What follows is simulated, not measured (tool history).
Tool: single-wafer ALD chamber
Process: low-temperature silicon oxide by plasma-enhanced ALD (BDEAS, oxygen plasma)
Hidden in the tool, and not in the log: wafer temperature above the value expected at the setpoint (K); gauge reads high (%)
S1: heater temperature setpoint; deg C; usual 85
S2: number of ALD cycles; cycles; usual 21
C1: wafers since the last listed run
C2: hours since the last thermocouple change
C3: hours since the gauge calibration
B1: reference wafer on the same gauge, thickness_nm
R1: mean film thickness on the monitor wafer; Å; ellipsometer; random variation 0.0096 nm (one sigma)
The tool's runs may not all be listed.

run 1 day=0 | S1=85 S2=22 | C1=0 C2=531.9 C3=1572.8 | B1=2.98 | R1=32.47
run 2 day=3.25 | S1=85 S2=20 | C1=580 C2=609.9 C3=1650.8 | B1=2.979 | R1=29.32
run 3 day=6.1 | S1=85 S2=20 | C1=509 C2=678.3 C3=1719.2 | B1=2.979 | R1=29.56
run 4 day=8.338 | S1=80 S2=22 | C1=399 C2=732 C3=1772.9 | B1=2.981 | R1=33.08
run 5 day=9.983 | S1=80 S2=22 | C1=294 C2=771.5 C3=1812.4 | B1=2.98 | R1=33.32
run 6 day=12.354 | S1=85 S2=21 | C1=423 C2=828.4 C3=1869.3 | B1=2.981 | R1=31.01
run 7 day=15.054 | S1=85 S2=21 | C1=482 C2=893.2 C3=1934.1 | B1=2.981 | R1=30.87
run 8 day=17.362 | S1=85 S2=21 | C1=412 C2=948.6 C3=1989.5 | B1=2.98 | R1=30.92
run 9 day=19.192 | S1=77 S2=19 | C1=326 C2=992.5 C3=2033.4 | B1=2.98 | R1=28.8
run 10 day=21.571 | S1=85 S2=21 | C1=425 C2=1049.6 C3=2090.5 | B1=2.981 | R1=31.03
run 11 day=24.758 | S1=85 S2=21 | C1=569 C2=1126.1 C3=2167 | B1=2.98 | R1=30.69
-- day=36.079 thermocouple changed; heater temperature recalibrated
run 12 day=36.1 | S1=85 S2=21 | C1=1967 C2=0.5 C3=2439.2 | B1=2.98 | R1=31.55
run 13 day=49.308 | S1=88 S2=21 | C1=2361 C2=317.5 C3=2756.2 | B1=2.983 | R1=30.81
run 14 day=53.125 | S1=88 S2=21 | C1=682 C2=409.1 C3=2847.8 | B1=2.98 | R1=30.88
run 15 day=55.183 | S1=88 S2=21 | C1=367 C2=458.5 C3=2897.2 | B1=2.979 | R1=30.75
run 16 day=57.358 | S1=89 S2=23 | C1=388 C2=510.7 C3=2949.4 | B1=2.98 | R1=33.52
run 17 day=60.342 | S1=89 S2=23 | C1=533 C2=582.3 C3=3021 | B1=2.981 | R1=33.46
run 18 day=68.317 | S1=89 S2=23 | C1=1425 C2=773.7 C3=3212.4 | B1=2.981 | R1=33.45
run 19 day=71.025 | S1=85 S2=21 | C1=484 C2=838.7 C3=3277.4 | B1=2.979 | R1=30.75
run 20 day=73.675 | S1=85 S2=21 | C1=473 C2=902.3 C3=3341 | B1=2.981 | R1=30.81
run 21 day=75.738 | S1=85 S2=21 | C1=368 C2=951.8 C3=3390.5 | B1=2.979 | R1=30.95
run 22 day=87.792 | S1=73 S2=21 | C1=2154 C2=1241.1 C3=3679.8 | B1=2.981 | R1=32.49
run 23 day=89.346 | S1=85 S2=21 | C1=277 C2=1278.4 C3=3717.1 | B1=2.979 | R1=30.68
run 24 day=91.167 | S1=74 S2=18 | C1=325 C2=1322.1 C3=3760.8 | B1=2.98 | R1=27.49
run 25 day=94.783 | S1=85 S2=21 | C1=646 C2=1408.9 C3=3847.6 | B1=2.979 | R1=30.69
run 26 day=98.958 | S1=85 S2=19 | C1=746 C2=1509.1 C3=3947.8 | B1=2.978 | R1=27.79
run 27 day=103.212 | S1=80 S2=17 | C1=760 C2=1611.2 C3=4049.9 | B1=2.98 | R1=25.45
-- day=104.65 gauge calibrated
run 28 day=105.742 | S1=98 S2=23 | C1=452 C2=1671.9 C3=26.2 | B1=2.981 | R1=32.49
run 29 day=108.333 | S1=81 S2=19 | C1=463 C2=1734.1 C3=88.4 | B1=2.98 | R1=28.23
-- day=111.471 thermocouple changed; heater temperature recalibrated
run 30 day=112.404 | S1=85 S2=21 | C1=668 C2=22.4 C3=186.1 | B1=2.981 | R1=31.61
run 31 day=116.321 | S1=89 S2=20 | C1=700 C2=116.4 C3=280.1 | B1=2.98 | R1=29.34
run 32 day=124.842 | S1=85 S2=23 | C1=1523 C2=320.9 C3=484.6 | B1=2.98 | R1=34.15
run 33 day=126.517 | S1=99 S2=18 | C1=299 C2=361.1 C3=524.8 | B1=2.981 | R1=25.46
run 34 day=128.896 | S1=77 S2=19 | C1=425 C2=418.2 C3=581.9 | B1=2.979 | R1=28.95
run 35 day=131.146 | S1=72 S2=21 | C1=402 C2=472.2 C3=635.9 | B1=2.979 | R1=32.51
run 36 day=133.004 | S1=90 S2=24 | C1=332 C2=516.8 C3=680.5 | B1=2.981 | R1=35.05
run 37 day=135.404 | S1=94 S2=18 | C1=429 C2=574.4 C3=738.1 | B1=2.979 | R1=25.64
run 38 day=139.904 | S1=85 S2=21 | C1=804 C2=682.4 C3=846.1 | B1=2.98 | R1=31.07
run 39 day=143.246 | S1=71 S2=21 | C1=597 C2=762.6 C3=926.3 | B1=2.981 | R1=32.76
run 40 day=145.125 | S1=80 S2=22 | C1=335 C2=807.7 C3=971.4 | B1=2.98 | R1=33.03

Forecast each of these 3 alternatives for the next run:
run A day=145.142 | S1=85 S2=21 | C1=2 C2=808.1 C3=971.8 | B1=? | R1=?
run B day=145.142 | S1=91 S2=21 | C1=2 C2=808.1 C3=971.8 | B1=? | R1=?
run C day=145.142 | S1=85 S2=18 | C1=2 C2=808.1 C3=971.8 | B1=? | R1=?

run=A B1=2.979 R1=31
run=B B1=2.979 R1=30.26
run=C B1=2.979 R1=26.57
Without the tool's hidden state the same runs would have given:
run=A R1=31.6
run=B R1=30.86
run=C R1=27.08
